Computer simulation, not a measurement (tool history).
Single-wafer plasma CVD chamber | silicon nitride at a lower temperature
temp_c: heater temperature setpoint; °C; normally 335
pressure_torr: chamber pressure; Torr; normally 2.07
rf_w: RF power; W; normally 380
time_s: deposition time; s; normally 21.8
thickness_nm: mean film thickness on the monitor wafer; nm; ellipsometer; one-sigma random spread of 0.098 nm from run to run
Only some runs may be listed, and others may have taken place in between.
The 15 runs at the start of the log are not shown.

run	hour	temp_c	pressure_torr	rf_w	time_s	wafers since the last listed run	hours since the last thermocouple change	hours since the last RF generator calibration	hours since the last manometer calibration	hours since the showerhead was replaced	hours since the gauge calibration	read-back reference wafer on the same gauge, thickness_nm	thickness_nm
# hour 173.9: thermocouple changed; heater temperature recalibrated
16	174.4	348	2.07	380	23.9	327	0.5	1628.2	1485.5	6833.8	159.1	33.689	33.153
17	177.9	323	1.57	415	24.8	79	4	1631.7	1489	6837.3	162.6	33.691	31.666
18	192.7	321	2.07	380	21.8	334	18.8	1646.5	1503.8	6852.1	177.4	33.71	30.608
# hour 204.5: capacitance manometer re-zeroed and calibrated
19	209.3	335	2.07	380	21.8	194	35.4	1663.1	4.8	6868.7	194	33.69	31.79
20	219	335	2.07	380	21.8	219	45.1	1672.8	14.5	6878.4	203.7	33.717	31.672
# hour 228: RF generator calibrated
21	233.6	323	1.78	380	21.8	149	59.7	5.6	29.1	6893	218.3	33.716	29.602
# hour 246: showerhead replaced
22	246.7	335	2.07	380	21.8	115	72.8	18.7	42.2	0.7	231.4	33.684	31.575
23	261.3	335	1.63	325	21.8	330	87.4	33.3	56.8	15.3	246	33.69	26.001
24	277.4	335	2.07	380	21.8	364	103.5	49.4	72.9	31.4	262.1	33.695	31.658
25	284	323	2.28	425	19.6	149	110.1	56	79.5	38	268.7	33.733	31.488
26	297.8	321	2.07	420	18.6	312	123.9	69.8	93.3	51.8	282.5	33.673	28.598
27	343.3	335	2.45	435	24.5	1028	169.4	115.3	138.8	97.3	328	33.677	40.5
28	353.9	347	2.39	380	18.5	239	180	125.9	149.4	107.9	338.6	33.697	28.186
29	366.9	335	2.07	380	21.8	293	193	138.9	162.4	120.9	351.6	33.718	31.596
30	378.2	335	2.07	380	21.8	255	204.3	150.2	173.7	132.2	362.9	33.717	31.606

3 options for the next run, each taken on its own from the tool as it stands now. Forecast them:
A	378.6	335	2.07	380	21.8	9	204.7	150.6	174.1	132.6	363.3	?	?
B	378.6	335	2.07	440	21.8	9	204.7	150.6	174.1	132.6	363.3	?	?
C	378.6	335	2.55	420	23.5	9	204.7	150.6	174.1	132.6	363.3	?	?

run	read-back reference wafer on the same gauge, thickness_nm	thickness_nm
A	33.735	31.589
B	33.735	33.948
C	33.735	38.639
Without the tool's hidden state the same runs would have given:
run	thickness_nm
A	31.872
B	34.251
C	38.936
